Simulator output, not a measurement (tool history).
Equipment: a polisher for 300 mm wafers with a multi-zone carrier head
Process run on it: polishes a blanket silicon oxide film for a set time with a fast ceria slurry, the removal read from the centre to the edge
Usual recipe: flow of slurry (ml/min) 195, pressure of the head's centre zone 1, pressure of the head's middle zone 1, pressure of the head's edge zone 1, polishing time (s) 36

run,hour,flow of slurry (ml/min),pressure of the head's centre zone,pressure of the head's middle zone,pressure of the head's edge zone,polishing time (s),"incoming thickness of the incoming film, nm",film removed at the wafer's centre (nm),film removed at mid-radius (nm),film removed at the wafer's edge (nm)
1,0,195,1.05,1,0.93,36,3661.2,748.4,751.7,693.2
2,28.1,195,1,1,1,36,3614.1,695.4,735.6,701.5
# hour 62.3: carrier head's membrane replaced by a new one
3,62.8,195,1,1,1.12,31,3633.8,597,616.4,627.8
# hour 86.6: worn pad replaced by a new one
4,87.1,195,1,1,1.07,40,3694.2,831.4,870,849.2
5,109.5,195,1,1,1,42,3702.1,876.9,900.6,853.4
6,121.9,125,0.93,1,0.97,47,3724.1,850.9,940.1,901.4
7,135.8,195,1,1,1,36,3608.5,726.6,756.7,730.9
# hour 143.5: centre zone pressure recalibrated
8,164.4,260,1.05,1.1,1,36,3636.6,745.3,834,739.7
# hour 181.8: edge zone pressure recalibrated
9,191,195,1.05,1.06,0.94,36,3606.7,730.5,766.9,678.5
10,215.9,195,1,1,1,36,3621.2,696.1,718.2,684.6
11,237.1,195,1,1.05,1,36,3705.1,679.5,741.8,681.8
12,262.1,155,0.9,1.09,0.95,36,3596.9,603.3,730.2,639.9
13,276.7,195,1,1,1,36,3700.6,668.2,695.9,667.3
14,293.6,145,0.94,1,1.04,42,3678.4,701.7,761.8,758.3
# hour 308.6: worn pad replaced by a new one
15,312,170,1,1,1.11,25,3679.8,523.4,538.1,540.6
16,329.8,195,1,1,1.07,36,3603.6,758.2,778.3,768.1
17,348.7,230,1,1,1,36,3629.6,751.4,790.3,743.4
18,370.3,195,1,0.94,1,36,3680.9,747.7,722.8,728.2
19,401,165,1,0.93,0.92,42,3655.6,815.2,796.8,784.4
20,435.2,195,1.07,1,1.09,36,3662.9,731.1,726.4,720.4
# hour 440: centre zone pressure recalibrated
# hour 504.1: worn pad replaced by a new one
21,517.9,195,1.06,1,1,36,3647.7,789.8,783.7,759.5

Each row is a separate what-if for the run after 21, all from the same tool condition, not one after another. Results?
A,518.3,195,1,1,1,36,3600.5,?,?,?
B,518.3,195,1,1,0.92,44,3600.5,?,?,?
C,518.3,170,0.93,0.97,1,46,3600.5,?,?,?
D,518.3,195,1,1,1,32,3600.5,?,?,?
E,518.3,255,1,0.94,1.07,45,3600.5,?,?,?

run,film removed at the wafer's centre (nm),film removed at mid-radius (nm),film removed at the wafer's edge (nm)
A,761,780.9,746.4
B,930.1,954.6,876.9
C,904.2,955.5,941.6
D,676.4,694.2,663.4
E,983.9,955.4,987.5
The same runs, with their run-to-run variation unchanged, on a tool lacking any hidden condition would have given:
run,film removed at the wafer's centre (nm),film removed at mid-radius (nm),film removed at the wafer's edge (nm)
A,773.8,794.1,758.9
B,945.7,970.7,891.7
C,919.4,971.6,957.4
D,687.8,705.8,674.6
E,1000.5,971.5,1004.1
